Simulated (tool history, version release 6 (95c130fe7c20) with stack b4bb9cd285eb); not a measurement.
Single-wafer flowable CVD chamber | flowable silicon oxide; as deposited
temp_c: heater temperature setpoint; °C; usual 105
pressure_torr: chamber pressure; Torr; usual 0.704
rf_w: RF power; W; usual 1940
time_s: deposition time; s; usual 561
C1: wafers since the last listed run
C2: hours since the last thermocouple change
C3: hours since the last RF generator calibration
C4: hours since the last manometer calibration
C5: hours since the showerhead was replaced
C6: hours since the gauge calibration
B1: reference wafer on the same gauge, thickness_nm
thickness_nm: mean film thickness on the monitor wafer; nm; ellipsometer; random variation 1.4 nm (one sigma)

{"run": 1, "hour": 0.0, "temp_c": 105, "pressure_torr": 0.617, "rf_w": 1940, "time_s": 561, "C1": 0, "C2": 1399.2, "C3": 907.4, "C4": 1501.1, "C5": 1986.8, "C6": 861.5, "B1": 216.527, "thickness_nm": 194.269}
{"run": 2, "hour": 99.7, "temp_c": 105, "pressure_torr": 0.704, "rf_w": 1855, "time_s": 561, "C1": 272, "C2": 1498.9, "C3": 1007.1, "C4": 1600.8, "C5": 2086.5, "C6": 961.2, "B1": 216.621, "thickness_nm": 219.312}
{"run": 3, "hour": 135.9, "temp_c": 105, "pressure_torr": 0.704, "rf_w": 1855, "time_s": 561, "C1": 98, "C2": 1535.1, "C3": 1043.3, "C4": 1637.0, "C5": 2122.7, "C6": 997.4, "B1": 217.644, "thickness_nm": 221.42}
{"run": 4, "hour": 202.4, "temp_c": 105, "pressure_torr": 0.704, "rf_w": 1940, "time_s": 481, "C1": 181, "C2": 1601.6, "C3": 1109.8, "C4": 1703.5, "C5": 2189.2, "C6": 1063.9, "B1": 217.026, "thickness_nm": 187.298}
{"run": 5, "hour": 300.0, "temp_c": 105, "pressure_torr": 0.704, "rf_w": 1940, "time_s": 561, "C1": 266, "C2": 1699.2, "C3": 1207.4, "C4": 1801.1, "C5": 2286.8, "C6": 1161.5, "B1": 216.717, "thickness_nm": 219.771}
{"run": 6, "hour": 392.2, "temp_c": 105, "pressure_torr": 0.704, "rf_w": 1940, "time_s": 561, "C1": 252, "C2": 1791.4, "C3": 1299.6, "C4": 1893.3, "C5": 2379.0, "C6": 1253.7, "B1": 217.743, "thickness_nm": 218.198}
{"run": 7, "hour": 710.7, "temp_c": 105, "pressure_torr": 0.704, "rf_w": 1940, "time_s": 561, "C1": 870, "C2": 2109.9, "C3": 1618.1, "C4": 2211.8, "C5": 2697.5, "C6": 1572.2, "B1": 216.985, "thickness_nm": 214.047}
{"hour": 726.9, "done": "gauge calibrated"}
{"hour": 750.8, "done": "thermocouple changed; heater temperature recalibrated"}
{"hour": 785.4, "done": "showerhead replaced"}
{"hour": 796.6, "done": "capacitance manometer re-zeroed and calibrated"}
{"run": 8, "hour": 803.6, "temp_c": 105, "pressure_torr": 0.704, "rf_w": 1940, "time_s": 561, "C1": 188, "C2": 52.8, "C3": 1711.0, "C4": 7.0, "C5": 18.2, "C6": 76.7, "B1": 216.671, "thickness_nm": 226.105}
{"run": 9, "hour": 843.3, "temp_c": 105, "pressure_torr": 0.704, "rf_w": 1940, "time_s": 503, "C1": 108, "C2": 92.5, "C3": 1750.7, "C4": 46.7, "C5": 57.9, "C6": 116.4, "B1": 217.394, "thickness_nm": 207.589}
{"run": 10, "hour": 946.4, "temp_c": 105, "pressure_torr": 0.704, "rf_w": 1940, "time_s": 609, "C1": 281, "C2": 195.6, "C3": 1853.8, "C4": 149.8, "C5": 161.0, "C6": 219.5, "B1": 216.603, "thickness_nm": 251.025}
{"run": 11, "hour": 1035.7, "temp_c": 105, "pressure_torr": 0.704, "rf_w": 1940, "time_s": 561, "C1": 244, "C2": 284.9, "C3": 1943.1, "C4": 239.1, "C5": 250.3, "C6": 308.8, "B1": 217.663, "thickness_nm": 229.477}
{"run": 12, "hour": 1141.9, "temp_c": 105, "pressure_torr": 0.704, "rf_w": 1940, "time_s": 561, "C1": 290, "C2": 391.1, "C3": 2049.3, "C4": 345.3, "C5": 356.5, "C6": 415.0, "B1": 217.109, "thickness_nm": 231.383}
{"hour": 1198.0, "done": "RF generator calibrated"}
{"run": 13, "hour": 1214.1, "temp_c": 105, "pressure_torr": 0.704, "rf_w": 1940, "time_s": 561, "C1": 175, "C2": 463.3, "C3": 16.1, "C4": 417.5, "C5": 428.7, "C6": 487.2, "B1": 216.566, "thickness_nm": 231.034}
{"run": 14, "hour": 1265.4, "temp_c": 109, "pressure_torr": 0.704, "rf_w": 1940, "time_s": 663, "C1": 140, "C2": 514.6, "C3": 67.4, "C4": 468.8, "C5": 480.0, "C6": 538.5, "B1": 216.864, "thickness_nm": 234.122}
{"run": 15, "hour": 1358.8, "temp_c": 118, "pressure_torr": 0.607, "rf_w": 1560, "time_s": 561, "C1": 255, "C2": 608.0, "C3": 160.8, "C4": 562.2, "C5": 573.4, "C6": 631.9, "B1": 216.79, "thickness_nm": 117.304}
{"run": 16, "hour": 1447.7, "temp_c": 105, "pressure_torr": 0.631, "rf_w": 1940, "time_s": 527, "C1": 243, "C2": 696.9, "C3": 249.7, "C4": 651.1, "C5": 662.3, "C6": 720.8, "B1": 216.924, "thickness_nm": 193.707}
{"run": 17, "hour": 1545.7, "temp_c": 105, "pressure_torr": 0.704, "rf_w": 1940, "time_s": 561, "C1": 267, "C2": 794.9, "C3": 347.7, "C4": 749.1, "C5": 760.3, "C6": 818.8, "B1": 216.922, "thickness_nm": 228.677}
{"run": 18, "hour": 1602.6, "temp_c": 101, "pressure_torr": 0.777, "rf_w": 1940, "time_s": 671, "C1": 155, "C2": 851.8, "C3": 404.6, "C4": 806.0, "C5": 817.2, "C6": 875.7, "B1": 216.895, "thickness_nm": 350.284}
{"run": 19, "hour": 1666.0, "temp_c": 105, "pressure_torr": 0.811, "rf_w": 1940, "time_s": 561, "C1": 173, "C2": 915.2, "C3": 468.0, "C4": 869.4, "C5": 880.6, "C6": 939.1, "B1": 217.163, "thickness_nm": 261.904}

Forecast each of these 5 alternatives for the next run:
{"run": "A", "hour": 1666.6, "temp_c": 105, "pressure_torr": 0.704, "rf_w": 1940, "time_s": 561, "C1": 1, "C2": 915.8, "C3": 468.6, "C4": 870.0, "C5": 881.2, "C6": 939.7, "B1": "?", "thickness_nm": "?"}
{"run": "B", "hour": 1666.6, "temp_c": 96, "pressure_torr": 0.609, "rf_w": 1940, "time_s": 504, "C1": 1, "C2": 915.8, "C3": 468.6, "C4": 870.0, "C5": 881.2, "C6": 939.7, "B1": "?", "thickness_nm": "?"}
{"run": "C", "hour": 1666.6, "temp_c": 117, "pressure_torr": 0.66, "rf_w": 1830, "time_s": 503, "C1": 1, "C2": 915.8, "C3": 468.6, "C4": 870.0, "C5": 881.2, "C6": 939.7, "B1": "?", "thickness_nm": "?"}
{"run": "D", "hour": 1666.6, "temp_c": 105, "pressure_torr": 0.704, "rf_w": 1940, "time_s": 461, "C1": 1, "C2": 915.8, "C3": 468.6, "C4": 870.0, "C5": 881.2, "C6": 939.7, "B1": "?", "thickness_nm": "?"}
{"run": "E", "hour": 1666.6, "temp_c": 91, "pressure_torr": 0.584, "rf_w": 1725, "time_s": 478, "C1": 1, "C2": 915.8, "C3": 468.6, "C4": 870.0, "C5": 881.2, "C6": 939.7, "B1": "?", "thickness_nm": "?"}

run=A B1=217.601 thickness_nm=227.577
run=B B1=217.601 thickness_nm=249.453
run=C B1=217.601 thickness_nm=122.599
run=D B1=217.601 thickness_nm=187.011
run=E B1=217.601 thickness_nm=266.267
Without the tool's hidden state the same runs would have given:
run=A thickness_nm=226.100
run=B thickness_nm=247.821
run=C thickness_nm=121.651
run=D thickness_nm=185.797
run=E thickness_nm=264.100
